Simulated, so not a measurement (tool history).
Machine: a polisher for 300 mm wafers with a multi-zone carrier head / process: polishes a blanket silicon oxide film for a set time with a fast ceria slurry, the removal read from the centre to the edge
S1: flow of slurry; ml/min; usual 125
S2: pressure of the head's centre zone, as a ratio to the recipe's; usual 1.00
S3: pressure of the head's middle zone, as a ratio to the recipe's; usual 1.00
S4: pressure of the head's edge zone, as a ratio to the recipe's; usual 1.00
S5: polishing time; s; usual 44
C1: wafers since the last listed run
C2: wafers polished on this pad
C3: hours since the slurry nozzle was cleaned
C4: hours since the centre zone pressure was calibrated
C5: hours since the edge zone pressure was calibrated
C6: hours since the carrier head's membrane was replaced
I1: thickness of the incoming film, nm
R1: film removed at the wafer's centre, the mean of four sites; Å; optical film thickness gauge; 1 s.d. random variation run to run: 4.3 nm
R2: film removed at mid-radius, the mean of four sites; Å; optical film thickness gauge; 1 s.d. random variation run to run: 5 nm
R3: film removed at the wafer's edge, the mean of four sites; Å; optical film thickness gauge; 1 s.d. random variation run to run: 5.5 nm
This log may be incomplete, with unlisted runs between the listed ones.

{"run": 1, "day": 0.0, "S1": 125, "S2": 1.0, "S3": 1.0, "S4": 1.0, "S5": 44, "C1": 0, "C2": 6100, "C3": 3.7, "C4": 224.8, "C5": 426.6, "C6": 145.1, "I1": 2006.6, "R1": 6525, "R2": 6381, "R3": 6371}
{"run": 2, "day": 3.329, "S1": 90, "S2": 0.89, "S3": 0.89, "S4": 1.0, "S5": 34, "C1": 872, "C2": 6973, "C3": 83.6, "C4": 304.7, "C5": 506.5, "C6": 225.0, "I1": 2025.6, "R1": 4434, "R2": 4179, "R3": 4796}
{"day": 4.017, "done": "worn pad replaced by a new one"}
{"run": 3, "day": 5.012, "S1": 125, "S2": 1.0, "S3": 1.0, "S4": 1.0, "S5": 44, "C1": 397, "C2": 261, "C3": 124.0, "C4": 345.1, "C5": 546.9, "C6": 265.4, "I1": 2054.9, "R1": 6561, "R2": 6357, "R3": 6368}
{"run": 4, "day": 8.854, "S1": 160, "S2": 1.0, "S3": 1.0, "S4": 1.0, "S5": 40, "C1": 1006, "C2": 1268, "C3": 216.2, "C4": 437.3, "C5": 639.1, "C6": 357.6, "I1": 2059.3, "R1": 6347, "R2": 5949, "R3": 5866}
{"run": 5, "day": 12.175, "S1": 125, "S2": 1.0, "S3": 1.0, "S4": 1.0, "S5": 44, "C1": 870, "C2": 2138, "C3": 295.9, "C4": 517.0, "C5": 718.8, "C6": 437.3, "I1": 2002.2, "R1": 6666, "R2": 6257, "R3": 6292}
{"day": 15.283, "done": "edge zone pressure recalibrated"}
{"run": 6, "day": 16.192, "S1": 125, "S2": 1.05, "S3": 1.11, "S4": 1.0, "S5": 44, "C1": 1030, "C2": 3169, "C3": 392.3, "C4": 613.4, "C5": 21.8, "C6": 533.7, "I1": 2038.5, "R1": 6861, "R2": 6932, "R3": 6259}
{"run": 7, "day": 18.533, "S1": 125, "S2": 1.06, "S3": 1.03, "S4": 1.0, "S5": 44, "C1": 613, "C2": 3782, "C3": 448.5, "C4": 669.6, "C5": 78.0, "C6": 589.9, "I1": 2029.3, "R1": 6854, "R2": 6416, "R3": 6405}
{"run": 8, "day": 21.55, "S1": 80, "S2": 0.89, "S3": 1.0, "S4": 1.0, "S5": 33, "C1": 790, "C2": 4573, "C3": 520.9, "C4": 742.0, "C5": 150.4, "C6": 662.3, "I1": 2018.7, "R1": 4182, "R2": 4275, "R3": 4499}
{"run": 9, "day": 25.567, "S1": 100, "S2": 1.0, "S3": 1.0, "S4": 1.0, "S5": 38, "C1": 1052, "C2": 5625, "C3": 617.3, "C4": 838.4, "C5": 246.8, "C6": 758.7, "I1": 2041.2, "R1": 5365, "R2": 5149, "R3": 5246}
{"day": 26.692, "done": "slurry nozzle cleaned"}
{"run": 10, "day": 29.442, "S1": 125, "S2": 1.0, "S3": 0.92, "S4": 1.0, "S5": 44, "C1": 1004, "C2": 6630, "C3": 66.0, "C4": 931.4, "C5": 339.8, "C6": 851.7, "I1": 2023.7, "R1": 6809, "R2": 5897, "R3": 6405}
{"run": 11, "day": 33.342, "S1": 95, "S2": 1.0, "S3": 0.97, "S4": 1.0, "S5": 52, "C1": 1021, "C2": 7652, "C3": 159.6, "C4": 1025.0, "C5": 433.4, "C6": 945.3, "I1": 2032.8, "R1": 7589, "R2": 7114, "R3": 7404}
{"run": 12, "day": 35.788, "S1": 125, "S2": 1.0, "S3": 1.0, "S4": 1.09, "S5": 44, "C1": 640, "C2": 8293, "C3": 218.3, "C4": 1083.7, "C5": 492.1, "C6": 1004.0, "I1": 2038.5, "R1": 6784, "R2": 6364, "R3": 6703}
{"run": 13, "day": 37.783, "S1": 125, "S2": 0.94, "S3": 1.0, "S4": 1.0, "S5": 39, "C1": 522, "C2": 8816, "C3": 266.2, "C4": 1131.6, "C5": 540.0, "C6": 1051.9, "I1": 2028.7, "R1": 5805, "R2": 5603, "R3": 5629}
{"day": 38.725, "done": "worn pad replaced by a new one"}
{"run": 14, "day": 40.804, "S1": 90, "S2": 1.0, "S3": 1.0, "S4": 1.0, "S5": 44, "C1": 747, "C2": 544, "C3": 338.7, "C4": 1204.1, "C5": 612.5, "C6": 1124.4, "I1": 2029.2, "R1": 6407, "R2": 6029, "R3": 6166}
{"run": 15, "day": 43.146, "S1": 125, "S2": 1.0, "S3": 1.0, "S4": 1.0, "S5": 44, "C1": 613, "C2": 1158, "C3": 394.9, "C4": 1260.3, "C5": 668.7, "C6": 1180.6, "I1": 2056.9, "R1": 6753, "R2": 6243, "R3": 6300}
{"day": 43.754, "done": "centre zone pressure recalibrated"}
{"day": 43.933, "done": "edge zone pressure recalibrated"}
{"run": 16, "day": 47.642, "S1": 100, "S2": 1.09, "S3": 1.0, "S4": 1.0, "S5": 44, "C1": 1134, "C2": 2292, "C3": 502.8, "C4": 93.3, "C5": 89.0, "C6": 1288.5, "I1": 2025.2, "R1": 6409, "R2": 6068, "R3": 6141}
{"day": 49.5, "done": "carrier head's membrane replaced by a new one"}
{"run": 17, "day": 49.725, "S1": 160, "S2": 1.1, "S3": 0.91, "S4": 1.0, "S5": 34, "C1": 491, "C2": 2784, "C3": 552.8, "C4": 143.3, "C5": 139.0, "C6": 5.4, "I1": 2002.0, "R1": 5465, "R2": 4572, "R3": 4951}
{"run": 18, "day": 53.217, "S1": 125, "S2": 0.94, "S3": 1.0, "S4": 1.0, "S5": 44, "C1": 914, "C2": 3699, "C3": 636.6, "C4": 227.1, "C5": 222.8, "C6": 89.2, "I1": 2026.5, "R1": 6124, "R2": 6154, "R3": 6272}
{"run": 19, "day": 57.35, "S1": 125, "S2": 1.06, "S3": 0.92, "S4": 1.0, "S5": 56, "C1": 1083, "C2": 4782, "C3": 735.8, "C4": 326.3, "C5": 322.0, "C6": 188.4, "I1": 2017.7, "R1": 8434, "R2": 7182, "R3": 7887}

What does the tool deliver on the next run?
{"day": 57.767, "done": "slurry nozzle cleaned"}
{"run": 20, "day": 59.121, "S1": 125, "S2": 0.95, "S3": 0.97, "S4": 1.0, "S5": 44, "C1": 453, "C2": 5235, "C3": 32.5, "C4": 368.8, "C5": 364.5, "C6": 230.9, "I1": 2049.2, "R1": "?", "R2": "?", "R3": "?"}

For run 20 the tool returned R1 6416 Å, R2 6342 Å, R3 6324 Å.
Were there no unlogged condition in the tool, this run, its random variation unchanged, would have produced R1 6104 Å, R2 6352 Å, R3 6330 Å.
